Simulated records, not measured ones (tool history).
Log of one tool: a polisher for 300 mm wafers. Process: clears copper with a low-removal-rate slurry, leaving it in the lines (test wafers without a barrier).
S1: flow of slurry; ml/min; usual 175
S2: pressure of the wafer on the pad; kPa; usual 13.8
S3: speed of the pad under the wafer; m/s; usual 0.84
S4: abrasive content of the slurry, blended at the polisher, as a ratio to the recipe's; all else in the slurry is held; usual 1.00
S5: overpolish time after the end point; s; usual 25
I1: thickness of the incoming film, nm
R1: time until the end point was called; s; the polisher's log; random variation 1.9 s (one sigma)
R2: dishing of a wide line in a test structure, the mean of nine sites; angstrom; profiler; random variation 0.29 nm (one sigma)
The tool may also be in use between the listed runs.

run     day   S1    S2    S3    S4  S5     I1     R1   R2
  1   0.000  175  13.8  0.84  1.00  25  220.3  154.2  271
  2   2.167  175  13.8  0.84  1.00  25  222.5  160.8  273
      2.396  -- worn pad replaced by a new one
  3   4.250  175  13.8  0.84  1.00  25  222.3  154.7  277
      4.979  -- head pressure recalibrated
      5.283  -- slurry blender recalibrated
  4   5.321  175  11.0  0.84  1.00  25  217.9  205.5  206
  5   7.029  135  13.8  0.84  1.00  25  218.7  170.6  253
  6   9.383  175  13.8  0.84  1.00  25  220.2  162.8  261
  7  12.075  175  13.8  0.64  1.25  25  215.7  185.4  223
  8  13.967  235  13.8  1.02  1.00  25  220.6  130.9  313
     15.171  -- slurry nozzle cleaned
  9  15.358  210  13.8  0.84  1.00  20  223.0  157.3  216
 10  17.462  175  13.8  0.84  1.00  25  222.5  163.0  268
 11  19.600  175  15.2  0.84  1.00  25  219.7  144.1  288
     20.442  -- worn pad replaced by a new one
 12  22.442  175  13.8  0.84  1.00  25  219.5  155.5  267
     24.588  -- slurry blender recalibrated
 13  25.396  205  13.8  0.84  0.90  25  223.3  151.8  273
 14  27.446  175  17.9  0.66  1.00  25  221.6  136.7  309
     28.517  -- head pressure recalibrated
 15  30.121  175  13.8  0.84  1.00  13  219.7  164.1  140
 16  32.604  175  13.8  0.84  1.00  25  222.6  164.1  262
 17  35.017  135  13.8  0.64  0.70  15  219.6  217.4  121
 18  37.475  175  13.8  0.84  1.00  25  219.6  159.8  256
 19  39.192  175  13.8  0.74  0.85  25  219.1  181.9  237
     40.762  -- worn pad replaced by a new one
     41.042  -- slurry nozzle cleaned
 20  41.217  175  17.9  0.84  1.00  25  219.2  122.5  335
 21  43.617  130  13.8  0.84  1.00  25  220.6  167.8  257
     45.562  -- slurry blender recalibrated
 22  46.158  175  13.8  0.84  1.00  35  219.8  151.6  376
 23  48.946  175  13.8  0.84  1.00  13  216.8  149.3  153
     49.662  -- head pressure recalibrated
 24  49.992  175  13.8  0.84  1.00  25  217.4  158.1  263
 25  52.217  145  13.8  0.68  0.80  16  218.8  192.3  144
 26  53.458  215  10.3  0.72  1.00  12  219.2  235.2   94
 27  56.008  175  13.8  0.84  1.00  25  220.5  158.3  258
 28  58.396  195  10.3  1.08  1.00  29  220.7  171.6  281

4 ways to go on from here, each from the tool as it stands after run 28. What would each give?
  A  58.417  175  13.8  0.84  0.75  25  224.5   ?   ?
  B  58.417  175  17.9  0.84  0.80  25  224.5   ?   ?
  C  58.417  125  13.8  0.74  1.00  25  224.5   ?   ?
  D  58.417  220  11.7  0.84  1.00  11  224.5   ?   ?

run     R1   R2
  A  162.5  253
  B  124.0  326
  C  180.6  230
  D  179.6  107
Without the tool's hidden state the same runs would have given:
run     R1   R2
  A  167.2  246
  B  127.6  317
  C  185.7  223
  D  184.6  104

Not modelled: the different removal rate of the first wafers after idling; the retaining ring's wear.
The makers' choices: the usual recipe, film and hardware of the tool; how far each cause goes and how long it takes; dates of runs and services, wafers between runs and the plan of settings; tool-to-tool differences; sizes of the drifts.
